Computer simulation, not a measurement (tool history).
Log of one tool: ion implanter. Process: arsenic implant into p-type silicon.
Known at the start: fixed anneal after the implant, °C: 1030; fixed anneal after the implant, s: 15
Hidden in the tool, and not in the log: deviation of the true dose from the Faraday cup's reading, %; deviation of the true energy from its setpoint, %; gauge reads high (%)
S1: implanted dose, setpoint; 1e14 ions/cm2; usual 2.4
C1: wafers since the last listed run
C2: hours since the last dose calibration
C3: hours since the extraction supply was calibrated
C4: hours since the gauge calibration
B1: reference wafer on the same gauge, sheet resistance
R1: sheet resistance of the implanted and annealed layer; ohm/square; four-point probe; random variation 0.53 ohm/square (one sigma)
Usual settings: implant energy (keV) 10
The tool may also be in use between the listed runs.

Run 1, hour 0: usual settings but S1 2.7 1e14 ions/cm2; C1 0; C2 1772.3; C3 4461.7; C4 175.2; B1 334.06. Result: R1 335.47 ohm/square.
Run 2, hour 21.9: usual settings but S1 2.7 1e14 ions/cm2; C1 481; C2 1794.2; C3 4483.6; C4 197.1; B1 333.97. Result: R1 335.16 ohm/square.
Run 3, hour 49.5: usual settings; C1 606; C2 1821.8; C3 4511.2; C4 224.7; B1 333.88. Result: R1 367.49 ohm/square.
Run 4, hour 77: usual settings; C1 604; C2 1849.3; C3 4538.7; C4 252.2; B1 333.87. Result: R1 367.43 ohm/square.
At hour 113.1: gauge calibrated.
At hour 113.4: extraction supply calibrated.
Run 5, hour 113.9: usual settings but implant energy (keV) 12.5; C1 634; C2 1886.2; C3 0.5; C4 0.8; B1 334. Result: R1 359.81 ohm/square.
Run 6, hour 144.9: usual settings but implant energy (keV) 12.5; C1 681; C2 1917.2; C3 31.5; C4 31.8; B1 333.92. Result: R1 358.93 ohm/square.
Run 7, hour 170.6: usual settings; C1 564; C2 1942.9; C3 57.2; C4 57.5; B1 334.06. Result: R1 368.22 ohm/square.
Run 8, hour 184: usual settings; C1 294; C2 1956.3; C3 70.6; C4 70.9; B1 333.93. Result: R1 367.79 ohm/square.
Run 9, hour 205.9: usual settings but S1 2.85 1e14 ions/cm2; C1 481; C2 1978.2; C3 92.5; C4 92.8; B1 334.04. Result: R1 322.32 ohm/square.
Run 10, hour 235.9: usual settings; C1 659; C2 2008.2; C3 122.5; C4 122.8; B1 334.01. Result: R1 368.85 ohm/square.
At hour 253.3: Faraday cup replaced and dose calibrated.
Run 11, hour 253.8: usual settings but S1 1.89 1e14 ions/cm2, implant energy (keV) 8.5; C1 217; C2 0.5; C3 140.4; C4 140.7; B1 334.09. Result: R1 433.92 ohm/square.
Run 12, hour 272.4: usual settings but implant energy (keV) 7.5; C1 408; C2 19.1; C3 159; C4 159.3; B1 333.94. Result: R1 364.47 ohm/square.
Run 13, hour 287.7: usual settings; C1 336; C2 34.4; C3 174.3; C4 174.6; B1 333.99. Result: R1 355.64 ohm/square.
Run 14, hour 305: usual settings but S1 1.78 1e14 ions/cm2, implant energy (keV) 12.5; C1 380; C2 51.7; C3 191.6; C4 191.9; B1 334.04. Result: R1 437.88 ohm/square.
Run 15, hour 331.3: usual settings but S1 2.05 1e14 ions/cm2, implant energy (keV) 8.5; C1 577; C2 78; C3 217.9; C4 218.2; B1 334.08. Result: R1 408.13 ohm/square.
Run 16, hour 350.3: usual settings but S1 2.8 1e14 ions/cm2, implant energy (keV) 11.5; C1 417; C2 97; C3 236.9; C4 237.2; B1 334.25. Result: R1 312.89 ohm/square.
Run 17, hour 365.4: usual settings but S1 1.71 1e14 ions/cm2, implant energy (keV) 8; C1 331; C2 112.1; C3 252; C4 252.3; B1 333.96. Result: R1 474.13 ohm/square.

4 ways to go on from here, each from the tool as it stands after run 17. What would each give?
Run A, hour 365.8: usual settings but S1 2.68 1e14 ions/cm2; C1 8; C2 112.5; C3 252.4; C4 252.7; B1 ?. Result: R1 ?.
Run B, hour 365.8: usual settings but S1 2.16 1e14 ions/cm2; C1 8; C2 112.5; C3 252.4; C4 252.7; B1 ?. Result: R1 ?.
Run C, hour 365.8: usual settings but S1 1.77 1e14 ions/cm2, implant energy (keV) 12.5; C1 8; C2 112.5; C3 252.4; C4 252.7; B1 ?. Result: R1 ?.
Run D, hour 365.8: usual settings but S1 1.79 1e14 ions/cm2, implant energy (keV) 8.5; C1 8; C2 112.5; C3 252.4; C4 252.7; B1 ?. Result: R1 ?.

run      B1      R1
  A  333.97  327.87
  B  333.97  387.64
  C  333.97  441.45
  D  333.97  455.83
Without the tool's hidden state the same runs would have given:
run      R1
  A  327.77
  B  387.53
  C  441.33
  D   455.7

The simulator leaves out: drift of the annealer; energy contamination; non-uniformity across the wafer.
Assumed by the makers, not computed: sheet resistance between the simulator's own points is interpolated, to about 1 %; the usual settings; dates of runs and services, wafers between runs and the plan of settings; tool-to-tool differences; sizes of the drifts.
